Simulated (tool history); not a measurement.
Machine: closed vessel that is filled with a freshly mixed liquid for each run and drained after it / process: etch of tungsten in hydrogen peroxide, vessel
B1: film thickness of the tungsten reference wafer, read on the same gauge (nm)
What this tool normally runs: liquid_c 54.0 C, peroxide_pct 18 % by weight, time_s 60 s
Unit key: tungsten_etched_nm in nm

Run 1, day 0.000: usual settings; B1 70.02. Result: tungsten_etched_nm 70.76 nm.
Run 2, day 3.758: usual settings; B1 70.02. Result: tungsten_etched_nm 70.96 nm.
Run 3, day 6.025: usual settings; B1 70.01. Result: tungsten_etched_nm 70.87 nm.
Run 4, day 7.754: usual settings; B1 70.01. Result: tungsten_etched_nm 71.12 nm.
Run 5, day 11.912: usual settings; B1 69.99. Result: tungsten_etched_nm 69.79 nm.
Run 6, day 14.729: usual settings; B1 70.00. Result: tungsten_etched_nm 68.81 nm.
Run 7, day 16.596: usual settings; B1 70.00. Result: tungsten_etched_nm 69.38 nm.
Run 8, day 20.017: usual settings but liquid_c 61.5 C; B1 69.99. Result: tungsten_etched_nm 108.65 nm.
At day 20.338: thermometer replaced.
Run 9, day 21.662: usual settings but liquid_c 45.5 C, time_s 35 s; B1 70.00. Result: tungsten_etched_nm 23.75 nm.
Run 10, day 23.225: usual settings but liquid_c 49.5 C, peroxide_pct 14 % by weight, time_s 30 s; B1 70.00. Result: tungsten_etched_nm 23.13 nm.
At day 27.529: gauge calibrated.
Run 11, day 27.662: usual settings but liquid_c 62.0 C, time_s 45 s; B1 69.98. Result: tungsten_etched_nm 81.94 nm.
At day 30.179: peroxide flow meter replaced.
Run 12, day 31.029: usual settings but liquid_c 61.0 C, peroxide_pct 23 % by weight; B1 69.99. Result: tungsten_etched_nm 123.32 nm.
At day 31.483: new drum of peroxide connected.
Run 13, day 34.421: usual settings but liquid_c 48.0 C, peroxide_pct 16 % by weight, time_s 30 s; B1 70.00. Result: tungsten_etched_nm 24.29 nm.
Run 14, day 36.812: usual settings; B1 69.99. Result: tungsten_etched_nm 74.54 nm.
Run 15, day 38.625: usual settings; B1 69.99. Result: tungsten_etched_nm 74.32 nm.
Run 16, day 41.925: usual settings but time_s 90 s; B1 69.99. Result: tungsten_etched_nm 111.45 nm.

Consider 3 possible next runs. They are alternatives, not a sequence: every one starts from the tool as it was left by run 16. What does each give?
Run A, day 41.954: usual settings; B1 ?. Result: tungsten_etched_nm ?.
Run B, day 41.954: usual settings but peroxide_pct 20 % by weight, time_s 45 s; B1 ?. Result: tungsten_etched_nm ?.
Run C, day 41.954: usual settings but liquid_c 44.5 C, peroxide_pct 21 % by weight, time_s 75 s; B1 ?. Result: tungsten_etched_nm ?.

run     B1  tungsten_etched_nm
  A  70.00               73.32
  B  70.00               57.97
  C  70.00               55.24
With the hidden condition removed and each run's random variation left untouched, the same runs would have given:
run  tungsten_etched_nm
  A               74.93
  B               59.23
  C               56.44
